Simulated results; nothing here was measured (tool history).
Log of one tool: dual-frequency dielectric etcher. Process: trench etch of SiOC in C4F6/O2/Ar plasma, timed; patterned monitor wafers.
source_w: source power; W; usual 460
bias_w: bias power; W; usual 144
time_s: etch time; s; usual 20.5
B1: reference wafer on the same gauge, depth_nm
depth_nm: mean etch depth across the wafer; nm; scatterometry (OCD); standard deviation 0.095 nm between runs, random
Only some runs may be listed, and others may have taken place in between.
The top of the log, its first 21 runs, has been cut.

Run 22, day 36.062: usual settings but source_w 410 W, bias_w 134 W, time_s 18.5 s; B1 40.26. Result: depth_nm 34.64 nm.
At day 37.696: upper electrode replaced.
Run 23, day 38.679: usual settings but source_w 500 W, time_s 23.5 s; B1 40.22. Result: depth_nm 49.05 nm.
Run 24, day 41.304: usual settings but source_w 530 W, bias_w 167 W, time_s 17.5 s; B1 40.15. Result: depth_nm 39.09 nm.
At day 41.812: source power generator calibrated.
Run 25, day 43.588: usual settings but bias_w 170 W; B1 40.23. Result: depth_nm 42.84 nm.
Run 26, day 48.154: usual settings; B1 40.2. Result: depth_nm 41.27 nm.
Run 27, day 49.425: usual settings but source_w 390 W, bias_w 164 W, time_s 22.5 s; B1 40.24. Result: depth_nm 43.62 nm.
At day 51.254: wet clean of the chamber.
Run 28, day 51.275: usual settings but source_w 340 W, bias_w 119 W, time_s 22.5 s; B1 40.21. Result: depth_nm 37.12 nm.
Run 29, day 52.612: usual settings but time_s 23 s; B1 40.2. Result: depth_nm 45.81 nm.
Run 30, day 53.812: usual settings but source_w 570 W, bias_w 168 W, time_s 15.5 s; B1 40.2. Result: depth_nm 35.51 nm.
Run 31, day 56.542: usual settings but source_w 490 W, bias_w 122 W, time_s 15.5 s; B1 40.2. Result: depth_nm 30.65 nm.

3 options for the next run, each taken on its own from the tool as it stands now. Forecast them:
Run A, day 56.558: usual settings but source_w 510 W; B1 ?. Result: depth_nm ?.
Run B, day 56.558: usual settings but source_w 530 W, bias_w 130 W, time_s 24 s; B1 ?. Result: depth_nm ?.
Run C, day 56.558: usual settings but source_w 370 W; B1 ?. Result: depth_nm ?.

run     B1  depth_nm
  A  40.21     42.87
  B  40.21     49.71
  C  40.21     37.17
The same runs, with their run-to-run variation unchanged, on a tool lacking any hidden condition would have given:
run  depth_nm
  A     42.35
  B      49.1
  C     36.72
